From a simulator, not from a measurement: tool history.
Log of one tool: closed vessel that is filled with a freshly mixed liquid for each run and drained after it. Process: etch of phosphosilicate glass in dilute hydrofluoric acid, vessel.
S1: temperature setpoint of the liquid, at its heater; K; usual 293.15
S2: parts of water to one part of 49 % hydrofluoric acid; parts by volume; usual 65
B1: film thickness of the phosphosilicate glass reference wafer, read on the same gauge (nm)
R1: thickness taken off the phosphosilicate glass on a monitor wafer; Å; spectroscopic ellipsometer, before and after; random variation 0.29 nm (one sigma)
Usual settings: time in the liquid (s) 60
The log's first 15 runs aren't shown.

Run 16, hour 214.5: usual settings; B1 140.01. Result: R1 495.2 Å.
Run 17, hour 227.2: usual settings but time in the liquid (s) 80; B1 139.99. Result: R1 670.7 Å.
Run 18, hour 242.5: usual settings; B1 140.01. Result: R1 497.5 Å.
Run 19, hour 255.4: usual settings but S1 290.15 K, S2 95 parts by volume, time in the liquid (s) 70; B1 139.99. Result: R1 342.2 Å.
Run 20, hour 267.9: usual settings but S1 297.15 K, time in the liquid (s) 35; B1 140.00. Result: R1 345.6 Å.
At hour 269.2: thermometer replaced.
At hour 277.4: hydrofluoric acid flow meter replaced.
Run 21, hour 281.6: usual settings but S1 295.15 K, S2 90 parts by volume, time in the liquid (s) 50; B1 140.04. Result: R1 287.0 Å.
Run 22, hour 293.0: usual settings but S2 55 parts by volume; B1 140.01. Result: R1 533.1 Å.
Run 23, hour 300.7: usual settings but S2 90 parts by volume, time in the liquid (s) 45; B1 140.01. Result: R1 235.0 Å.
Run 24, hour 306.7: usual settings but S1 290.65 K, time in the liquid (s) 35; B1 140.00. Result: R1 236.6 Å.
At hour 308.2: gauge calibrated.
Run 25, hour 315.1: usual settings but time in the liquid (s) 95; B1 139.99. Result: R1 720.5 Å.
Run 26, hour 331.2: usual settings; B1 140.03. Result: R1 455.7 Å.
Run 27, hour 346.2: usual settings but time in the liquid (s) 80; B1 140.00. Result: R1 609.7 Å.
Run 28, hour 357.4: usual settings; B1 140.02. Result: R1 456.3 Å.
Run 29, hour 372.6: usual settings but S2 90 parts by volume; B1 139.99. Result: R1 321.2 Å.
Run 30, hour 379.3: usual settings but S1 291.65 K, S2 80 parts by volume, time in the liquid (s) 80; B1 140.01. Result: R1 463.8 Å.
Run 31, hour 391.0: usual settings but S1 295.65 K, S2 40 parts by volume; B1 140.00. Result: R1 857.8 Å.

Forecast each of these 4 alternatives for the next run:
Run A, hour 391.7: usual settings; B1 ?. Result: R1 ?.
Run B, hour 391.7: usual settings but S1 290.15 K, time in the liquid (s) 75; B1 ?. Result: R1 ?.
Run C, hour 391.7: usual settings but S1 296.15 K, S2 85 parts by volume; B1 ?. Result: R1 ?.
Run D, hour 391.7: usual settings but S1 290.15 K, S2 50 parts by volume, time in the liquid (s) 80; B1 ?. Result: R1 ?.

run      B1     R1
  A  140.00  461.1
  B  140.00  507.2
  C  140.00  389.9
  D  140.00  714.5
Without the tool's hidden state the same runs would have given:
run     R1
  A  442.8
  B  487.2
  C  374.1
  D  686.8

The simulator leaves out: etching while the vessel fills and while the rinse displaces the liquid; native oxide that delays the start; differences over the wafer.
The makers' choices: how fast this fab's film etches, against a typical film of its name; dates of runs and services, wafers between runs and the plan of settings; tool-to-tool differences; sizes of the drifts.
